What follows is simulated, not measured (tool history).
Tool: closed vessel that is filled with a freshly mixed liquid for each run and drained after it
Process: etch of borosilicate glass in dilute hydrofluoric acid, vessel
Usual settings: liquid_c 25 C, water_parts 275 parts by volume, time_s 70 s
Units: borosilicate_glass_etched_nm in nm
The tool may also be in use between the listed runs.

run,hour,liquid_c,water_parts,time_s,"read-back film thickness of the borosilicate glass reference wafer, read on the same gauge (nm)",borosilicate_glass_etched_nm
1,0,25,275,70,130.02,13.16
2,10.3,25,275,70,130.02,13.05
3,19,25,195,70,130,19.99
4,33.3,25,195,70,130,19.97
5,44.7,25,195,70,129.99,20.02
6,53.9,25,275,60,130,11.25
7,69.1,25,275,70,130.02,13.14
8,81.4,22.5,275,70,130,12.03
9,87.5,25,275,70,130,13.15
10,103.6,25,275,70,130.01,13.13
11,120.3,25,275,70,130.01,13.18
12,131.7,25,275,70,130.01,13.12
13,181.9,25,275,70,129.99,13.13
# hour 183.3: thermometer replaced
14,192.8,25,275,95,130.01,18.07
15,206.3,26.5,275,85,129.98,16.98
# hour 206.7: gauge calibrated
16,218.9,21.5,180,45,130.02,12.45
17,225.4,22,315,90,130.02,12.87
# hour 230.4: hydrofluoric acid flow meter replaced
18,236.8,25,335,70,129.99,8.82
19,246.9,25,320,70,130,9.44
20,261.3,25,275,70,129.99,11.51
21,276.8,25,275,70,130.03,11.4
22,288.6,25,310,45,130,6.38
23,302.5,29,345,90,130,12.56
24,320,26.5,140,70,130,27.52
25,330.3,25,275,70,130,11.44
26,345,26.5,275,70,130.02,12.09
27,351.8,25,275,70,129.98,11.53
28,366.6,25,275,105,129.99,17.46
29,375.4,25,275,70,130,11.54

Forecast each of these 5 alternatives for the next run:
A,376.1,25,345,70,?,?
B,376.1,25,170,100,?,?
C,376.1,29,320,70,?,?
D,376.1,27,275,80,?,?
E,376.1,26.5,220,100,?,?

run,"read-back film thickness of the borosilicate glass reference wafer, read on the same gauge (nm)",borosilicate_glass_etched_nm
A,129.99,8.62
B,129.99,29.87
C,129.99,10.87
D,129.99,14.17
E,129.99,23.08
Without the tool's hidden state the same runs would have given:
run,borosilicate_glass_etched_nm
A,8.34
B,29.01
C,10.52
D,13.73
E,22.38
